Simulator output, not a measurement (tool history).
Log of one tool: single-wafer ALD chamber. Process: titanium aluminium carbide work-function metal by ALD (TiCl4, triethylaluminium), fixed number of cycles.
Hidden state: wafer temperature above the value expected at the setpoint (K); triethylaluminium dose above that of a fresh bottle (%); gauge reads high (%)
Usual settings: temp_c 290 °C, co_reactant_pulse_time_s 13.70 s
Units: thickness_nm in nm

run	hour	temp_c	co_reactant_pulse_time_s	wafers since the last listed run	hours since the last thermocouple change	hours since the last triethylaluminium bottle change	hours since the showerhead was replaced	hours since the gauge calibration	read-back reference wafer on the same gauge, thickness_nm	thickness_nm
1	0.0	278	9.93	0	1462.7	597.1	4689.0	395.1	2.099	1.803
2	77.2	290	13.70	999	1539.9	674.3	4766.2	472.3	2.097	1.981
3	137.2	290	13.70	776	1599.9	734.3	4826.2	532.3	2.100	1.982
4	187.4	290	13.70	650	1650.1	784.5	4876.4	582.5	2.100	1.986
5	273.0	287	13.70	1108	1735.7	870.1	4962.0	668.1	2.099	1.948
6	346.7	287	13.70	954	1809.4	943.8	5035.7	741.8	2.100	1.958
7	451.2	290	10.72	1353	1913.9	1048.3	5140.2	846.3	2.101	1.932
8	505.7	282	15.90	705	1968.4	1102.8	5194.7	900.8	2.099	1.906
# hour 515.4: triethylaluminium bottle replaced
9	651.7	302	16.79	1786	2114.4	136.3	5340.7	1046.8	2.102	2.102
# hour 695.1: thermocouple changed; heater temperature recalibrated
10	698.0	282	15.90	495	2.9	182.6	5387.0	1093.1	2.101	1.912
11	748.1	290	8.56	648	53.0	232.7	5437.1	1143.2	2.100	1.866
12	830.1	290	13.70	1061	135.0	314.7	5519.1	1225.2	2.100	1.984
# hour 851.8: gauge calibrated
# hour 869.4: showerhead replaced
13	933.1	286	8.47	1230	238.0	417.7	63.7	81.3	2.101	1.826
14	1039.4	277	18.59	1376	344.3	524.0	170.0	187.6	2.101	1.862
15	1130.5	295	18.45	1179	435.4	615.1	261.1	278.7	2.098	2.038

Hidden state at the last listed run before each entry between runs and at the first one after, where it differs:
Between runs 8 and 9: triethylaluminium bottle replaced (hour 515.4)
  no hidden state differs between the two runs
Between runs 9 and 10: thermocouple changed; heater temperature recalibrated (hour 695.1)
  no hidden state differs between the two runs
Between runs 12 and 13: gauge calibrated (hour 851.8); showerhead replaced (hour 869.4)
  no hidden state differs between the two runs
